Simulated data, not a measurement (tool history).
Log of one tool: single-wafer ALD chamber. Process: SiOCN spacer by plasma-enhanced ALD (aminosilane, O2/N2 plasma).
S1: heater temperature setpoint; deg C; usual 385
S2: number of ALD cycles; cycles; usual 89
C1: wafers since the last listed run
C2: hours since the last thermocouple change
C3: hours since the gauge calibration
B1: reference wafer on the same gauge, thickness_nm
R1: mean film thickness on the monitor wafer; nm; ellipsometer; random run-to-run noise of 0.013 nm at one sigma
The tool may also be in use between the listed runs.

run	day	S1	S2	C1	C2	C3	B1	R1
1	0	373	89	0	835.1	230.3	5.733	5.034
2	1.338	373	89	111	867.2	262.4	5.744	5.033
3	2.217	394	89	73	888.3	283.5	5.753	5.032
4	2.825	394	89	50	902.9	298.1	5.757	5.031
5	4.204	394	89	115	936	331.2	5.763	5.057
6	5.658	385	76	121	970.9	366.1	5.778	4.327
7	6.258	385	76	50	985.3	380.5	5.787	4.342
8	6.946	393	102	57	1001.8	397	5.788	5.824
# day 7.55: gauge calibrated
9	8.05	396	103	92	1028.3	12	5.73	5.799
# day 9.433: thermocouple changed; heater temperature recalibrated
10	9.454	385	89	89	0.5	45.7	5.727	5.022
11	10.638	392	98	98	28.9	74.1	5.73	5.546
12	11.933	385	89	108	60	105.2	5.732	5.018
13	12.517	377	79	48	74	119.2	5.74	4.486
14	13.471	376	80	79	96.9	142.1	5.732	4.553
15	14.429	376	107	80	119.9	165.1	5.743	6.044

Predict each of these 4 candidate next runs independently; none follows another, all start after run 15:
A	14.454	385	89	2	120.5	165.7	?	?
B	14.454	379	89	2	120.5	165.7	?	?
C	14.454	376	83	2	120.5	165.7	?	?
D	14.454	391	89	2	120.5	165.7	?	?

run	B1	R1
A	5.737	5.033
B	5.737	5.033
C	5.737	4.694
D	5.737	5.033
With no hidden state in the tool, these same runs would have given:
run	R1
A	5.016
B	5.016
C	4.678
D	5.016

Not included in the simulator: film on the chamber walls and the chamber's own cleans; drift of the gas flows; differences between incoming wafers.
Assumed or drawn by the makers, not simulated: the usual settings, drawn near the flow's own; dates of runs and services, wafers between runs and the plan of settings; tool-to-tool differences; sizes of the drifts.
